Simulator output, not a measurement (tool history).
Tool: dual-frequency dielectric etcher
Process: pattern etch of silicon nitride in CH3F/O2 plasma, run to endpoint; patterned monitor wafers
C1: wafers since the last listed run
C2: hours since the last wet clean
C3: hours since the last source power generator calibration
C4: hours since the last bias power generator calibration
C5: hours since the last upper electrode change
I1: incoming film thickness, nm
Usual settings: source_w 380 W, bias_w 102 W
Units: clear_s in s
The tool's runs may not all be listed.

run 1 day=0.000 | source_w=380 bias_w=102 | C1=0 C2=177.9 C3=3261.1 C4=985.7 C5=2710.4 | I1=77.8 | clear_s=77.8
run 2 day=0.892 | source_w=380 bias_w=102 | C1=160 C2=199.3 C3=3282.5 C4=1007.1 C5=2731.8 | I1=77.1 | clear_s=77.7
run 3 day=1.717 | source_w=380 bias_w=102 | C1=148 C2=219.1 C3=3302.3 C4=1026.9 C5=2751.6 | I1=77.0 | clear_s=77.6
run 4 day=3.188 | source_w=380 bias_w=102 | C1=265 C2=254.4 C3=3337.6 C4=1062.2 C5=2786.9 | I1=78.1 | clear_s=79.1
run 5 day=3.942 | source_w=380 bias_w=102 | C1=135 C2=272.5 C3=3355.7 C4=1080.3 C5=2805.0 | I1=77.2 | clear_s=78.5
run 6 day=4.883 | source_w=380 bias_w=102 | C1=169 C2=295.1 C3=3378.3 C4=1102.9 C5=2827.6 | I1=77.1 | clear_s=76.8
run 7 day=6.154 | source_w=360 bias_w=110 | C1=229 C2=325.6 C3=3408.8 C4=1133.4 C5=2858.1 | I1=77.3 | clear_s=77.8
run 8 day=7.596 | source_w=380 bias_w=102 | C1=259 C2=360.2 C3=3443.4 C4=1168.0 C5=2892.7 | I1=78.7 | clear_s=78.8
-- day=8.642 source power generator calibrated
run 9 day=8.779 | source_w=380 bias_w=102 | C1=183 C2=388.6 C3=3.3 C4=1196.4 C5=2921.1 | I1=78.1 | clear_s=79.3
run 10 day=9.604 | source_w=380 bias_w=102 | C1=148 C2=408.4 C3=23.1 C4=1216.2 C5=2940.9 | I1=78.1 | clear_s=78.4
run 11 day=10.404 | source_w=380 bias_w=102 | C1=144 C2=427.6 C3=42.3 C4=1235.4 C5=2960.1 | I1=78.1 | clear_s=78.4
run 12 day=11.367 | source_w=380 bias_w=102 | C1=173 C2=450.7 C3=65.4 C4=1258.5 C5=2983.2 | I1=77.3 | clear_s=78.1
run 13 day=12.021 | source_w=360 bias_w=102 | C1=117 C2=466.4 C3=81.1 C4=1274.2 C5=2998.9 | I1=77.3 | clear_s=80.0
run 14 day=13.404 | source_w=440 bias_w=122 | C1=249 C2=499.6 C3=114.3 C4=1307.4 C5=3032.1 | I1=78.7 | clear_s=67.9
run 15 day=14.788 | source_w=430 bias_w=110 | C1=249 C2=532.8 C3=147.5 C4=1340.6 C5=3065.3 | I1=77.5 | clear_s=70.3
-- day=16.771 upper electrode replaced
-- day=17.496 wet clean of the chamber
run 16 day=17.517 | source_w=380 bias_w=90 | C1=181 C2=0.5 C3=213.0 C4=1406.1 C5=17.9 | I1=77.6 | clear_s=81.7
run 17 day=17.533 | source_w=380 bias_w=102 | C1=3 C2=0.9 C3=213.4 C4=1406.5 C5=18.3 | I1=78.0 | clear_s=78.9
run 18 day=20.962 | source_w=350 bias_w=119 | C1=618 C2=83.2 C3=295.7 C4=1488.8 C5=100.6 | I1=77.7 | clear_s=77.2
run 19 day=22.067 | source_w=420 bias_w=79 | C1=199 C2=109.7 C3=322.2 C4=1515.3 C5=127.1 | I1=77.9 | clear_s=82.2
run 20 day=22.775 | source_w=470 bias_w=77 | C1=127 C2=126.7 C3=339.2 C4=1532.3 C5=144.1 | I1=79.0 | clear_s=79.0
run 21 day=23.567 | source_w=380 bias_w=102 | C1=142 C2=145.7 C3=358.2 C4=1551.3 C5=163.1 | I1=77.8 | clear_s=77.3
-- day=23.954 bias power generator calibrated
run 22 day=24.233 | source_w=430 bias_w=91 | C1=90 C2=161.7 C3=374.2 C4=6.7 C5=179.1 | I1=77.0 | clear_s=75.8
run 23 day=26.067 | source_w=350 bias_w=78 | C1=330 C2=205.7 C3=418.2 C4=50.7 C5=223.1 | I1=78.2 | clear_s=92.7
run 24 day=26.896 | source_w=380 bias_w=102 | C1=149 C2=225.6 C3=438.1 C4=70.6 C5=243.0 | I1=78.1 | clear_s=78.1
run 25 day=27.754 | source_w=480 bias_w=127 | C1=154 C2=246.2 C3=458.7 C4=91.2 C5=263.6 | I1=77.0 | clear_s=63.4
run 26 day=28.704 | source_w=450 bias_w=113 | C1=171 C2=269.0 C3=481.5 C4=114.0 C5=286.4 | I1=77.8 | clear_s=69.3
run 27 day=29.238 | source_w=470 bias_w=94 | C1=96 C2=281.8 C3=494.3 C4=126.8 C5=299.2 | I1=78.0 | clear_s=72.6
run 28 day=30.588 | source_w=350 bias_w=89 | C1=243 C2=314.2 C3=526.7 C4=159.2 C5=331.6 | I1=78.2 | clear_s=87.9
run 29 day=32.038 | source_w=380 bias_w=102 | C1=261 C2=349.0 C3=561.5 C4=194.0 C5=366.4 | I1=77.1 | clear_s=78.3
run 30 day=32.771 | source_w=380 bias_w=124 | C1=132 C2=366.6 C3=579.1 C4=211.6 C5=384.0 | I1=77.3 | clear_s=72.2
run 31 day=33.646 | source_w=300 bias_w=125 | C1=157 C2=387.6 C3=600.1 C4=232.6 C5=405.0 | I1=78.2 | clear_s=84.7
run 32 day=34.929 | source_w=300 bias_w=122 | C1=231 C2=418.4 C3=630.9 C4=263.4 C5=435.8 | I1=76.7 | clear_s=84.5
run 33 day=35.917 | source_w=320 bias_w=110 | C1=177 C2=442.1 C3=654.6 C4=287.1 C5=459.5 | I1=77.5 | clear_s=83.8
run 34 day=37.400 | source_w=380 bias_w=102 | C1=267 C2=477.7 C3=690.2 C4=322.7 C5=495.1 | I1=77.2 | clear_s=78.6
run 35 day=39.542 | source_w=420 bias_w=76 | C1=386 C2=529.1 C3=741.6 C4=374.1 C5=546.5 | I1=77.9 | clear_s=82.3
run 36 day=40.679 | source_w=340 bias_w=115 | C1=205 C2=556.4 C3=768.9 C4=401.4 C5=573.8 | I1=77.8 | clear_s=79.6

Forecast each of these 3 alternatives for the next run:
run A day=40.700 | source_w=380 bias_w=102 | C1=3 C2=556.9 C3=769.4 C4=401.9 C5=574.3 | I1=77.6 | clear_s=?
run B day=40.700 | source_w=310 bias_w=102 | C1=3 C2=556.9 C3=769.4 C4=401.9 C5=574.3 | I1=77.6 | clear_s=?
run C day=40.700 | source_w=300 bias_w=91 | C1=3 C2=556.9 C3=769.4 C4=401.9 C5=574.3 | I1=77.6 | clear_s=?

run=A clear_s=78.7
run=B clear_s=89.4
run=C clear_s=95.7
Without the tool's hidden state the same runs would have given:
run=A clear_s=78.7
run=B clear_s=89.4
run=C clear_s=95.7
